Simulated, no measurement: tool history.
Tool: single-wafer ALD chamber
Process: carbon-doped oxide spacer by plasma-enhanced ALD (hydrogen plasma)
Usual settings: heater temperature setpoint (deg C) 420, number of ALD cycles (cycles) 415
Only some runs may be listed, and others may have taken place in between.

run,hour,heater temperature setpoint (deg C),number of ALD cycles (cycles),wafers since the last listed run,hours since the last thermocouple change,hours since the gauge calibration,"read-back reference wafer on the same gauge, thickness_nm",mean film thickness on the monitor wafer (angstrom)
1,0,420,367,0,1052,531.2,18.191,147.78
2,18.8,420,367,10,1070.8,550,18.209,148.65
# hour 40.3: gauge calibrated
3,45.7,420,367,15,1097.7,5.4,18.199,148.16
4,68,420,415,12,1120,27.7,18.208,167.27
5,95.7,420,415,15,1147.7,55.4,18.207,167.76
6,121.2,420,415,14,1173.2,80.9,18.201,167.24
7,138.9,420,415,10,1190.9,98.6,18.216,168.11
8,151.6,420,415,7,1203.6,111.3,18.207,167.52
9,166.4,420,415,8,1218.4,126.1,18.19,167.64
10,191.1,420,415,13,1243.1,150.8,18.208,167.73
11,215,420,415,13,1267,174.7,18.187,167.78
12,235.3,420,415,11,1287.3,195,18.206,168.26
13,264.4,420,415,16,1316.4,224.1,18.219,167.77
14,289.2,420,466,14,1341.2,248.9,18.201,189
15,322.7,425,415,18,1374.7,282.4,18.203,165.76
16,355.8,420,415,18,1407.8,315.5,18.195,167.57
17,376.3,420,415,11,1428.3,336,18.2,168.83
18,401.2,420,415,14,1453.2,360.9,18.203,167.64
19,420.3,420,376,10,1472.3,380,18.191,152.51
20,442.6,420,376,12,1494.6,402.3,18.183,152.52
21,470,411,369,15,1522,429.7,18.184,153.28
22,499,429,440,16,1551,458.7,18.205,173.5
23,514.3,429,336,8,1566.3,474,18.193,133.12
24,526.7,413,374,7,1578.7,486.4,18.213,154.55
25,555.3,405,393,16,1607.3,515,18.205,166.28
26,587.7,416,446,18,1639.7,547.4,18.207,183.01
# hour 648.5: gauge calibrated
27,671.5,420,415,47,1723.5,23,18.196,168.05
28,685.3,420,415,7,1737.3,36.8,18.205,168.66
29,716.2,420,415,17,1768.2,67.7,18.207,168.59
# hour 742.3: thermocouple changed; heater temperature recalibrated
30,742.8,411,369,10,0.5,94.3,18.19,151.23
31,763.3,414,334,11,21,114.8,18.187,135.67
32,777.5,429,472,8,35.2,129,18.206,183.29
33,806,433,450,16,63.7,157.5,18.193,174.12
34,832.4,408,415,14,90.1,183.9,18.184,171.59
35,857.5,420,415,14,115.2,209,18.183,166.24
36,873.9,420,415,9,131.6,225.4,18.188,166.13
37,906.5,416,415,18,164.2,258,18.2,168.32
38,933.7,427,388,15,191.4,285.2,18.205,152.74
39,966.6,420,415,18,224.3,318.1,18.202,166.4
40,993.2,420,338,15,250.9,344.7,18.202,135.76
41,1012.2,433,450,10,269.9,363.7,18.197,173.69
42,1044.3,435,415,18,302,395.8,18.193,160.2

Alternative continuations, all from the tool just after run 42; predict every row:
A,1045.3,420,415,0,303,396.8,?,?
B,1045.3,408,386,0,303,396.8,?,?
C,1045.3,433,379,0,303,396.8,?,?
D,1045.3,413,462,0,303,396.8,?,?
E,1045.3,427,372,0,303,396.8,?,?

run,"read-back reference wafer on the same gauge, thickness_nm",mean film thickness on the monitor wafer (angstrom)
A,18.207,166.33
B,18.207,159.88
C,18.207,146.39
D,18.207,188.78
E,18.207,146.18
The same runs, with their run-to-run variation unchanged, on a tool lacking any hidden condition would have given:
run,mean film thickness on the monitor wafer (angstrom)
A,165.19
B,158.82
C,145.35
D,187.51
E,145.16
